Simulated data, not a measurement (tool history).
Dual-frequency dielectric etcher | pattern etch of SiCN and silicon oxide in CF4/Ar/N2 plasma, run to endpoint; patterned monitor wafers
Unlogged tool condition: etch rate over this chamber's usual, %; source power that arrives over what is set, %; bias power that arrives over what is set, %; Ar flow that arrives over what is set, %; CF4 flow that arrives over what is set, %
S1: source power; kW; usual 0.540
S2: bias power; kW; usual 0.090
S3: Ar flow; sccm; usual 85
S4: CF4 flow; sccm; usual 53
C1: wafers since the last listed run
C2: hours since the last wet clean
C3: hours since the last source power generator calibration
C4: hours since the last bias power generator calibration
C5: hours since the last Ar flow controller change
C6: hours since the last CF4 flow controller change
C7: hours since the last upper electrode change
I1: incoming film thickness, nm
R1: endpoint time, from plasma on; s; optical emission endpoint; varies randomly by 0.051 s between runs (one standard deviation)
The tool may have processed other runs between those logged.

run   hour     S1     S2   S3  S4   C1     C2     C3     C4      C5      C6     C7     I1    R1
  1    0.0  0.540  0.098   85  53    0  298.5   46.4  233.1  5444.6  4563.6   68.7  16.33  13.9
  2   28.8  0.540  0.090   85  53  269  327.3   75.2  261.9  5473.4  4592.4   97.5  16.20  14.5
  3   42.3  0.540  0.090   85  53  126  340.8   88.7  275.4  5486.9  4605.9  111.0  16.40  14.7
      53.3  -- Ar flow controller replaced
  4   56.8  0.540  0.108   69  53   79  355.3  103.2  289.9     3.5  4620.4  125.5  16.36  12.8
  5   70.0  0.430  0.069   65  48  123  368.5  116.4  303.1    16.7  4633.6  138.7  16.33  21.2
      98.3  -- CF4 flow controller replaced
     121.9  -- wet clean of the chamber
  6  122.4  0.540  0.090   85  53  212    0.5  168.8  355.5    69.1    24.1  191.1  16.26  14.2
  7  122.8  0.500  0.090   85  48    3    0.9  169.2  355.9    69.5    24.5  191.5  16.18  15.7
  8  133.8  0.580  0.097   96  46  102   11.9  180.2  366.9    80.5    35.5  202.5  16.17  13.3
  9  148.7  0.540  0.090   85  53  139   26.8  195.1  381.8    95.4    50.4  217.4  16.20  14.3
 10  177.1  0.540  0.090   68  53  265   55.2  223.5  410.2   123.8    78.8  245.8  16.25  13.8
 11  197.1  0.500  0.090   85  53  187   75.2  243.5  430.2   143.8    98.8  265.8  16.12  15.3
 12  218.6  0.580  0.090   85  53  201   96.7  265.0  451.7   165.3   120.3  287.3  16.21  13.3
 13  247.5  0.540  0.090   79  48  270  125.6  293.9  480.6   194.2   149.2  316.2  16.22  14.4
 14  273.2  0.540  0.090   85  53  240  151.3  319.6  506.3   219.9   174.9  341.9  16.42  14.5
 15  289.3  0.450  0.080  106  41  150  167.4  335.7  522.4   236.0   191.0  358.0  16.17  20.4
 16  309.1  0.540  0.090   85  53  185  187.2  355.5  542.2   255.8   210.8  377.8  16.10  14.2
 17  344.9  0.590  0.070   85  53  334  223.0  391.3  578.0   291.6   246.6  413.6  16.14  15.1
 18  376.1  0.480  0.074   97  49  291  254.2  422.5  609.2   322.8   277.8  444.8  16.11  19.0
 19  391.6  0.540  0.090   85  53  144  269.7  438.0  624.7   338.3   293.3  460.3  16.15  14.4
 20  425.9  0.490  0.084   71  61  320  304.0  472.3  659.0   372.6   327.6  494.6  16.19  15.7
 21  451.2  0.420  0.102   85  53  236  329.3  497.6  684.3   397.9   352.9  519.9  16.27  17.6
 22  485.9  0.540  0.090   85  53  324  364.0  532.3  719.0   432.6   387.6  554.6  16.30  14.6
     539.0  -- wet clean of the chamber
 23  539.5  0.540  0.090   68  53  276    0.5  585.9  772.6   486.2   441.2  608.2  16.05  13.5
 24  550.1  0.660  0.090   85  45   99   11.1  596.5  783.2   496.8   451.8  618.8  16.13  12.0

Each row is a separate what-if for the run after 24, all from the same tool condition, not one after another. Results?
  A  550.5  0.540  0.090  85  53   3  11.5  596.9  783.6  497.2  452.2  619.2  16.42   ?
  B  550.5  0.490  0.102  68  49   3  11.5  596.9  783.6  497.2  452.2  619.2  16.42   ?
  C  550.5  0.540  0.080  73  58   3  11.5  596.9  783.6  497.2  452.2  619.2  16.42   ?
  D  550.5  0.540  0.075  85  63   3  11.5  596.9  783.6  497.2  452.2  619.2  16.42   ?

run    R1
  A  14.3
  B  14.6
  C  14.6
  D  15.3
With the hidden condition removed and each run's random variation left untouched, the same runs would have given:
run    R1
  A  14.3
  B  14.5
  C  14.6
  D  15.3
